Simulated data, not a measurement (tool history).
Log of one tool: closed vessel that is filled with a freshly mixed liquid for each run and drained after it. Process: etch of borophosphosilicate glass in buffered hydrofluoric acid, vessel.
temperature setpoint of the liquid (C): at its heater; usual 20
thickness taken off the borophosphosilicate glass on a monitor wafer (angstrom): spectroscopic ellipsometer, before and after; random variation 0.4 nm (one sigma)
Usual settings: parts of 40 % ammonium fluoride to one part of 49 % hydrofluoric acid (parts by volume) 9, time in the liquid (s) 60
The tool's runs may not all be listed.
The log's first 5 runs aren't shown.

run,day,temperature setpoint of the liquid (C),parts of 40 % ammonium fluoride to one part of 49 % hydrofluoric acid (parts by volume),time in the liquid (s),"read-back film thickness of the borophosphosilicate glass reference wafer, read on the same gauge (nm)",thickness taken off the borophosphosilicate glass on a monitor wafer (angstrom)
6,9.025,20,9,60,81.81,841.4
7,9.754,20,9,60,81.87,850.3
8,10.812,20,9,50,81.92,705.3
9,12.154,20,9,50,82.03,710.5
10,16.05,20,9,60,82.34,859
11,17.15,17.5,9,60,82.42,745.8
12,17.738,17,8,30,82.46,407.1
13,18.871,23,9,70,82.55,1170.9
14,19.654,23,9,60,82.61,1011.9
# day 19.979: hydrofluoric acid flow meter replaced
15,20.338,20,9,40,82.68,569.6
16,20.917,24.5,7,60,82.69,1450.4
# day 21.771: gauge calibrated
17,22.342,20,9,60,79.7,832.5
18,23.758,20,9,80,79.82,1104.2
# day 24.15: thermometer replaced
19,25.029,17.5,11.5,50,79.92,487.3
20,26.121,20,9,60,80.01,825
21,27.288,20,9,60,80.1,829.1
22,28.538,17,9,60,80.19,709.2
23,29.829,20,11.5,60,80.29,679.5
24,30.333,23,10.5,75,80.3,1089.6
25,31.512,24,8,70,80.4,1365.4
26,32.462,22,11,35,80.49,458.8
27,33.254,20,9,90,80.53,1256.9

Run 28 comes next. What will it give?
28,34.062,22.5,10.5,90,?,?

Run 28 gave read-back film thickness of the borophosphosilicate glass reference wafer, read on the same gauge (nm) 80.6, thickness taken off the borophosphosilicate glass on a monitor wafer (angstrom) 1275.6.
Without the tool's hidden state the same run would have given thickness taken off the borophosphosilicate glass on a monitor wafer (angstrom) 1266.
